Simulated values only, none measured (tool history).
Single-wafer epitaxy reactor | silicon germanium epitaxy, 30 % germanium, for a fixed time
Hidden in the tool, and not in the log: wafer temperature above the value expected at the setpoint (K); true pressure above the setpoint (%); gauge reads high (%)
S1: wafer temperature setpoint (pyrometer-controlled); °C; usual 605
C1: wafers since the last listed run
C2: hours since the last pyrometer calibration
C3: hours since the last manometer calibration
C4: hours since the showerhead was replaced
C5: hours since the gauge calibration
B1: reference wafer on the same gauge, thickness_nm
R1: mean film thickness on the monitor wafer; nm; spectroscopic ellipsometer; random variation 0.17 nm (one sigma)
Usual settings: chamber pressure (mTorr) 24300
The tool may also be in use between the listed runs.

Run 1, hour 0.0: usual settings; C1 0; C2 2619.5; C3 1863.8; C4 2589.3; C5 74.6; B1 69.812. Result: R1 67.697 nm.
Run 2, hour 31.8: usual settings; C1 585; C2 2651.3; C3 1895.6; C4 2621.1; C5 106.4; B1 69.834. Result: R1 68.007 nm.
Run 3, hour 54.4: usual settings; C1 415; C2 2673.9; C3 1918.2; C4 2643.7; C5 129.0; B1 69.793. Result: R1 67.597 nm.
Run 4, hour 71.3: usual settings; C1 311; C2 2690.8; C3 1935.1; C4 2660.6; C5 145.9; B1 69.727. Result: R1 67.699 nm.
Run 5, hour 91.5: usual settings; C1 371; C2 2711.0; C3 1955.3; C4 2680.8; C5 166.1; B1 69.811. Result: R1 67.445 nm.
Run 6, hour 125.2: usual settings; C1 620; C2 2744.7; C3 1989.0; C4 2714.5; C5 199.8; B1 69.767. Result: R1 67.865 nm.
Run 7, hour 158.7: usual settings but S1 616 °C; C1 616; C2 2778.2; C3 2022.5; C4 2748.0; C5 233.3; B1 69.828. Result: R1 80.333 nm.
Run 8, hour 183.2: usual settings but S1 616 °C; C1 450; C2 2802.7; C3 2047.0; C4 2772.5; C5 257.8; B1 69.827. Result: R1 80.549 nm.
Run 9, hour 208.0: usual settings but S1 616 °C; C1 456; C2 2827.5; C3 2071.8; C4 2797.3; C5 282.6; B1 69.806. Result: R1 80.075 nm.
Run 10, hour 243.0: usual settings but chamber pressure (mTorr) 22500; C1 644; C2 2862.5; C3 2106.8; C4 2832.3; C5 317.6; B1 69.806. Result: R1 64.798 nm.
Run 11, hour 269.3: usual settings but chamber pressure (mTorr) 22500; C1 484; C2 2888.8; C3 2133.1; C4 2858.6; C5 343.9; B1 69.819. Result: R1 64.960 nm.
Run 12, hour 298.7: usual settings but chamber pressure (mTorr) 28400; C1 541; C2 2918.2; C3 2162.5; C4 2888.0; C5 373.3; B1 69.838. Result: R1 72.491 nm.
Run 13, hour 316.1: usual settings but S1 611 °C; C1 320; C2 2935.6; C3 2179.9; C4 2905.4; C5 390.7; B1 69.752. Result: R1 73.974 nm.
At hour 339.9: capacitance manometer re-zeroed and calibrated.
Run 14, hour 340.4: usual settings but S1 611 °C; C1 300; C2 2959.9; C3 0.5; C4 2929.7; C5 415.0; B1 69.845. Result: R1 76.363 nm.
At hour 348.4: gauge calibrated.
At hour 383.8: showerhead replaced.
Run 15, hour 384.3: usual settings; C1 660; C2 3003.8; C3 44.4; C4 0.5; C5 35.9; B1 69.794. Result: R1 69.609 nm.
Run 16, hour 401.1: usual settings; C1 309; C2 3020.6; C3 61.2; C4 17.3; C5 52.7; B1 69.881. Result: R1 69.595 nm.
Run 17, hour 418.4: usual settings but S1 611 °C; C1 318; C2 3037.9; C3 78.5; C4 34.6; C5 70.0; B1 69.843. Result: R1 76.248 nm.
Run 18, hour 437.4: usual settings but chamber pressure (mTorr) 27400; C1 349; C2 3056.9; C3 97.5; C4 53.6; C5 89.0; B1 69.801. Result: R1 73.679 nm.
Run 19, hour 462.1: usual settings but S1 612 °C, chamber pressure (mTorr) 21600; C1 454; C2 3081.6; C3 122.2; C4 78.3; C5 113.7; B1 69.808. Result: R1 73.281 nm.
Run 20, hour 481.6: usual settings but chamber pressure (mTorr) 30200; C1 358; C2 3101.1; C3 141.7; C4 97.8; C5 133.2; B1 69.848. Result: R1 76.962 nm.
Run 21, hour 506.0: usual settings but S1 600 °C, chamber pressure (mTorr) 20100; C1 449; C2 3125.5; C3 166.1; C4 122.2; C5 157.6; B1 69.799. Result: R1 58.293 nm.
Run 22, hour 526.8: usual settings but S1 611 °C, chamber pressure (mTorr) 27200; C1 382; C2 3146.3; C3 186.9; C4 143.0; C5 178.4; B1 69.762. Result: R1 80.308 nm.
Run 23, hour 555.2: usual settings but S1 612 °C, chamber pressure (mTorr) 27500; C1 522; C2 3174.7; C3 215.3; C4 171.4; C5 206.8; B1 69.767. Result: R1 82.434 nm.
At hour 572.5: pyrometer calibrated.
Run 24, hour 579.2: usual settings but S1 611 °C, chamber pressure (mTorr) 20000; C1 294; C2 6.7; C3 239.3; C4 195.4; C5 230.8; B1 69.767. Result: R1 68.828 nm.
Run 25, hour 594.5: usual settings but S1 609 °C, chamber pressure (mTorr) 25900; C1 281; C2 22.0; C3 254.6; C4 210.7; C5 246.1; B1 69.782. Result: R1 76.269 nm.
Run 26, hour 618.1: usual settings; C1 434; C2 45.6; C3 278.2; C4 234.3; C5 269.7; B1 69.836. Result: R1 69.328 nm.
Run 27, hour 649.2: usual settings; C1 572; C2 76.7; C3 309.3; C4 265.4; C5 300.8; B1 69.789. Result: R1 69.315 nm.
Run 28, hour 664.6: usual settings but S1 613 °C, chamber pressure (mTorr) 18600; C1 283; C2 92.1; C3 324.7; C4 280.8; C5 316.2; B1 69.767. Result: R1 68.543 nm.
Run 29, hour 693.3: usual settings but chamber pressure (mTorr) 21400; C1 528; C2 120.8; C3 353.4; C4 309.5; C5 344.9; B1 69.825. Result: R1 64.940 nm.
Run 30, hour 716.4: usual settings but S1 594 °C, chamber pressure (mTorr) 21400; C1 425; C2 143.9; C3 376.5; C4 332.6; C5 368.0; B1 69.776. Result: R1 54.393 nm.
Run 31, hour 751.6: usual settings but S1 597 °C, chamber pressure (mTorr) 21200; C1 647; C2 179.1; C3 411.7; C4 367.8; C5 403.2; B1 69.835. Result: R1 56.793 nm.
At hour 764.5: gauge calibrated.
Run 32, hour 779.9: usual settings but S1 611 °C, chamber pressure (mTorr) 19100; C1 520; C2 207.4; C3 440.0; C4 396.1; C5 15.4; B1 69.866. Result: R1 67.120 nm.
Run 33, hour 808.1: usual settings but S1 609 °C, chamber pressure (mTorr) 29400; C1 519; C2 235.6; C3 468.2; C4 424.3; C5 43.6; B1 69.771. Result: R1 80.346 nm.

What the log doesn't show, run by run:
wafer temperature above the value expected at the setpoint (K): 0 in every run
gauge reads high (%): 0 in every run
H1: true pressure above the setpoint (%)
run      H1
  1    -5.4
  2    -5.5
  3   -5.58
  4   -5.63
  5    -5.7
  6   -5.81
  7   -5.91
  8   -5.99
  9   -6.07
 10   -6.18
 11   -6.27
 12   -6.36
 13   -6.42
 14  -0.236
 15  -0.377
 16  -0.432
 17  -0.487
 18  -0.549
 19  -0.628
 20  -0.691
 21   -0.77
 22  -0.837
 23  -0.928
 24   -1.01
 25   -1.05
 26   -1.13
 27   -1.23
 28   -1.28
 29   -1.37
 30   -1.45
 31   -1.56
 32   -1.65
 33   -1.74

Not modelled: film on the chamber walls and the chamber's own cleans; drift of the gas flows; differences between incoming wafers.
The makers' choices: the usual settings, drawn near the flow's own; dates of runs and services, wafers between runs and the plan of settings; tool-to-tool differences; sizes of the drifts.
